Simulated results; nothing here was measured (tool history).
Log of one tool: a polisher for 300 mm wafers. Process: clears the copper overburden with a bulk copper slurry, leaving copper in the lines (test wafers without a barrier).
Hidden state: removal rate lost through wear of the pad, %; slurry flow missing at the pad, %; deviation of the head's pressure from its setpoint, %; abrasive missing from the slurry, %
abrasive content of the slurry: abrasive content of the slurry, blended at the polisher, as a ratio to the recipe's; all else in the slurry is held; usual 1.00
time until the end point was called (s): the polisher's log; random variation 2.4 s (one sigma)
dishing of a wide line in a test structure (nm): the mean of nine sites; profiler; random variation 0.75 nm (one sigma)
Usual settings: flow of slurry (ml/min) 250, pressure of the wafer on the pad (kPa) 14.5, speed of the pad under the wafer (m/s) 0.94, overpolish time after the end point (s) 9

run     day  flow of slurry (ml/min)  pressure of the wafer on the pad (kPa)  speed of the pad under the wafer (m/s)  abrasive content of the slurry  overpolish time after the end point (s)  wafers since the last listed run  wafers polished on this pad  hours since the slurry nozzle was cleaned  hours since the head pressure was calibrated  hours since the slurry blender was calibrated  incoming thickness of the incoming film, nm  time until the end point was called (s)  dishing of a wide line in a test structure (nm)
  1   0.000                      250                                    14.5                                    0.94                            1.00                                       11                                 0                          579                                      630.2                                        1257.5                                          259.0                                        955.9                                    131.9                                             50.5
      0.171  -- worn pad replaced by a new one
  2   1.496                      250                                    14.5                                    0.94                            1.00                                        9                               153                          153                                      666.1                                        1293.4                                          294.9                                        987.3                                    134.9                                             43.5
  3   2.112                      250                                    14.5                                    0.94                            1.00                                        9                                71                          224                                      680.9                                        1308.2                                          309.7                                        986.7                                    131.7                                             43.7
  4   2.521                      250                                    14.5                                    0.94                            1.00                                        9                                47                          272                                      690.7                                        1318.0                                          319.5                                        969.0                                    134.0                                             43.4
  5   3.308                      250                                    14.5                                    0.94                            1.00                                        9                                91                          363                                      709.6                                        1336.9                                          338.4                                        961.7                                    132.1                                             43.8
  6   3.967                      250                                    14.5                                    0.82                            1.00                                        9                                76                          439                                      725.4                                        1352.7                                          354.2                                        980.7                                    152.9                                             39.1
  7   4.679                      250                                    14.5                                    0.94                            1.00                                        9                                82                          522                                      742.5                                        1369.8                                          371.3                                        982.2                                    134.8                                             44.3
      4.917  -- slurry nozzle cleaned
  8   5.029                      250                                    14.5                                    0.94                            1.00                                        9                                35                          557                                        2.7                                        1378.2                                          379.7                                        980.0                                    132.7                                             43.9
      5.217  -- worn pad replaced by a new one
      5.275  -- head pressure recalibrated
  9   6.800                      225                                    14.5                                    0.94                            1.00                                        7                               178                          176                                       45.2                                          36.6                                          422.2                                        972.6                                    132.9                                             32.8
      6.954  -- slurry blender recalibrated
 10   7.458                      225                                    14.5                                    0.94                            1.00                                        7                                66                          243                                       61.0                                          52.4                                           12.1                                        973.9                                    137.2                                             34.7
 11   8.058                      225                                    14.5                                    0.94                            1.00                                        7                                69                          312                                       75.4                                          66.8                                           26.5                                        983.6                                    135.3                                             34.3
 12   8.775                      270                                    14.5                                    1.04                            1.00                                        9                                83                          395                                       92.6                                          84.0                                           43.7                                        960.4                                    114.8                                             47.0
 13   9.288                      250                                    14.5                                    0.94                            1.00                                        9                                59                          455                                      104.9                                          96.3                                           56.0                                        965.8                                    133.6                                             43.3
      9.683  -- worn pad replaced by a new one
 14   9.704                      250                                    14.5                                    0.82                            0.80                                        9                                28                            2                                      114.9                                         106.3                                           66.0                                        961.3                                    157.4                                             36.3
 15  10.088                      220                                    14.5                                    0.94                            0.75                                       13                                44                           47                                      124.1                                         115.5                                           75.2                                        992.1                                    147.9                                             52.6
 16  10.450                      250                                    19.3                                    0.94                            1.00                                        8                                41                           89                                      132.8                                         124.2                                           83.9                                        975.0                                     97.5                                             50.4
 17  10.979                      300                                    11.0                                    0.94                            1.00                                        9                                61                          150                                      145.5                                         136.9                                           96.6                                        957.3                                    171.6                                             33.6
 18  11.350                      250                                    11.7                                    0.76                            1.15                                       12                                42                          193                                      154.4                                         145.8                                          105.5                                        978.7                                    198.2                                             38.2
 19  12.004                      250                                    14.5                                    0.82                            0.80                                        9                                75                          269                                      170.1                                         161.5                                          121.2                                        968.8                                    161.2                                             35.8
 20  13.342                      250                                    14.5                                    0.94                            1.00                                        9                               154                          424                                      202.2                                         193.6                                          153.3                                        985.3                                    133.9                                             43.1
 21  13.608                      250                                    10.3                                    0.94                            0.75                                        9                                30                          454                                      208.6                                         200.0                                          159.7                                        992.1                                    201.2                                             30.1

Forecast run 22:
 22  14.025                      290                                    16.5                                    0.94                            1.00                                        9                                48                          503                                      218.6                                         210.0                                          169.7                                        961.9                                        ?                                                ?

{"run 22": {"time until the end point was called (s)": 114.5, "dishing of a wide line in a test structure (nm)": 48.9}}
Without the tool's hidden state the same run would have given time until the end point was called (s) 114.5, dishing of a wide line in a test structure (nm) 48.9.
